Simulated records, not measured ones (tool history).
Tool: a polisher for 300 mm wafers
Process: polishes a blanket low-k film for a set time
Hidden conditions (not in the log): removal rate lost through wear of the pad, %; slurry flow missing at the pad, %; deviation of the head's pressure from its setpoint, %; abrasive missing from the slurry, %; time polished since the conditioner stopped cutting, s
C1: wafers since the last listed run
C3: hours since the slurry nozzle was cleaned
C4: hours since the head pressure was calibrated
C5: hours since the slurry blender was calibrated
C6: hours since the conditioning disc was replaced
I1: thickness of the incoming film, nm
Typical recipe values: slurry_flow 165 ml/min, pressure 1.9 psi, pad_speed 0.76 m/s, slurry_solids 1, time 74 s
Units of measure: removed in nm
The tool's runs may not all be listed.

{"run": 1, "hour": 0.0, "slurry_flow": 165, "pressure": 1.9, "pad_speed": 0.76, "slurry_solids": 0.85, "time": 74, "C1": 0, "wafers polished on this pad": 315, "C3": 547.5, "C4": 1287.3, "C5": 11.9, "C6": 109, "I1": 629.9, "removed": 23.3}
{"run": 2, "hour": 10.8, "slurry_flow": 165, "pressure": 1.9, "pad_speed": 0.76, "slurry_solids": 0.85, "time": 74, "C1": 56, "wafers polished on this pad": 372, "C3": 558.3, "C4": 1298.1, "C5": 22.7, "C6": 119.8, "I1": 619.9, "removed": 23.7}
{"run": 3, "hour": 52.3, "slurry_flow": 165, "pressure": 1.9, "pad_speed": 0.76, "slurry_solids": 1, "time": 74, "C1": 218, "wafers polished on this pad": 591, "C3": 599.8, "C4": 1339.6, "C5": 64.2, "C6": 161.3, "I1": 620.9, "removed": 23.7}
{"run": 4, "hour": 66.8, "slurry_flow": 165, "pressure": 1.9, "pad_speed": 0.76, "slurry_solids": 1, "time": 74, "C1": 76, "wafers polished on this pad": 668, "C3": 614.3, "C4": 1354.1, "C5": 78.7, "C6": 175.8, "I1": 631.3, "removed": 23.8}
{"hour": 87.1, "done": "worn pad replaced by a new one"}
{"hour": 87.7, "done": "head pressure recalibrated"}
{"run": 5, "hour": 100.2, "slurry_flow": 165, "pressure": 1.9, "pad_speed": 0.76, "slurry_solids": 1, "time": 74, "C1": 152, "wafers polished on this pad": 66, "C3": 647.7, "C4": 12.5, "C5": 112.1, "C6": 209.2, "I1": 639.1, "removed": 23}
{"run": 6, "hour": 109.2, "slurry_flow": 165, "pressure": 1.9, "pad_speed": 0.76, "slurry_solids": 1, "time": 74, "C1": 47, "wafers polished on this pad": 113, "C3": 656.7, "C4": 21.5, "C5": 121.1, "C6": 218.2, "I1": 629.9, "removed": 23.2}
{"run": 7, "hour": 116.7, "slurry_flow": 165, "pressure": 1.9, "pad_speed": 0.76, "slurry_solids": 1, "time": 74, "C1": 39, "wafers polished on this pad": 153, "C3": 664.2, "C4": 29, "C5": 128.6, "C6": 225.7, "I1": 629.8, "removed": 23.5}
{"hour": 118.7, "done": "slurry nozzle cleaned"}
{"run": 8, "hour": 132.3, "slurry_flow": 165, "pressure": 1.6, "pad_speed": 0.76, "slurry_solids": 1, "time": 74, "C1": 76, "wafers polished on this pad": 230, "C3": 13.6, "C4": 44.6, "C5": 144.2, "C6": 241.3, "I1": 624.2, "removed": 19.5}

Run 9 is up next; what results do you expect?
{"run": 9, "hour": 142.8, "slurry_flow": 165, "pressure": 2.5, "pad_speed": 0.76, "slurry_solids": 1, "time": 88, "C1": 55, "wafers polished on this pad": 285, "C3": 24.1, "C4": 55.1, "C5": 154.7, "C6": 251.8, "I1": 638.6, "removed": "?"}

Run 9 yielded removed 36.2 nm.
If the tool had no hidden condition, the same run with the same run-to-run variation would have returned removed 40.9 nm.
